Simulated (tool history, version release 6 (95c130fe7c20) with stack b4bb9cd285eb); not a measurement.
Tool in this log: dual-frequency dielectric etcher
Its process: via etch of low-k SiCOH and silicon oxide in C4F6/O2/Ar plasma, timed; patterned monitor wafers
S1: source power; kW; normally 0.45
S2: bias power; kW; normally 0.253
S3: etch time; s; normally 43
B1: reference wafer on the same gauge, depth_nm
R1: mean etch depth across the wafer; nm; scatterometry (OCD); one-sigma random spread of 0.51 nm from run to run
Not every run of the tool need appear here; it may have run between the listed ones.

run 1 hour=0 | S1=0.45 S2=0.28 S3=43 | B1=124 | R1=136.2
run 2 hour=16.2 | S1=0.43 S2=0.253 S3=43 | B1=123.9 | R1=130.3
run 3 hour=58.2 | S1=0.42 S2=0.253 S3=43 | B1=124 | R1=129.1
-- hour=93.8 upper electrode replaced
run 4 hour=94.3 | S1=0.48 S2=0.3 S3=43 | B1=124.1 | R1=144
run 5 hour=94.6 | S1=0.48 S2=0.3 S3=43 | B1=124.1 | R1=143.7
run 6 hour=98 | S1=0.48 S2=0.3 S3=43 | B1=124.2 | R1=144.3
-- hour=105.9 gauge calibrated
run 7 hour=110.7 | S1=0.45 S2=0.253 S3=43 | B1=124.1 | R1=134.2
-- hour=116.6 source power generator calibrated
run 8 hour=118.1 | S1=0.45 S2=0.253 S3=43 | B1=124.2 | R1=134.3
-- hour=145.2 wet clean of the chamber
run 9 hour=145.7 | S1=0.45 S2=0.253 S3=43 | B1=124.2 | R1=127.7
run 10 hour=160.1 | S1=0.4 S2=0.253 S3=43 | B1=124.1 | R1=121
run 11 hour=175.9 | S1=0.45 S2=0.27 S3=43 | B1=124 | R1=130.3
-- hour=192.7 bias power generator calibrated
run 12 hour=193.2 | S1=0.45 S2=0.253 S3=53.5 | B1=123.7 | R1=159.3
run 13 hour=206.2 | S1=0.48 S2=0.3 S3=43 | B1=124 | R1=139.1
run 14 hour=215.2 | S1=0.45 S2=0.27 S3=31.5 | B1=124 | R1=96.1
run 15 hour=222.2 | S1=0.4 S2=0.253 S3=43 | B1=123.8 | R1=121.1
run 16 hour=228.6 | S1=0.52 S2=0.233 S3=48.5 | B1=124 | R1=152.9
run 17 hour=244.4 | S1=0.4 S2=0.253 S3=37 | B1=124.1 | R1=104.7

List, for all runs, the conditions of the tool that the log does not record:
source power that arrives over what is set, %: 0 in every run
bias power that arrives over what is set, %: 0 in every run
gauge reads high (%): 0 in every run
H1: etch rate over this chamber's usual, %
run=1 H1=3.83
run=2 H1=3.95
run=3 H1=4.26
run=4 H1=4.53
run=5 H1=4.54
run=6 H1=4.56
run=7 H1=4.66
run=8 H1=4.71
run=9 H1=-0.0171
run=10 H1=0.0911
run=11 H1=0.21
run=12 H1=0.34
run=13 H1=0.437
run=14 H1=0.505
run=15 H1=0.558
run=16 H1=0.606
run=17 H1=0.725
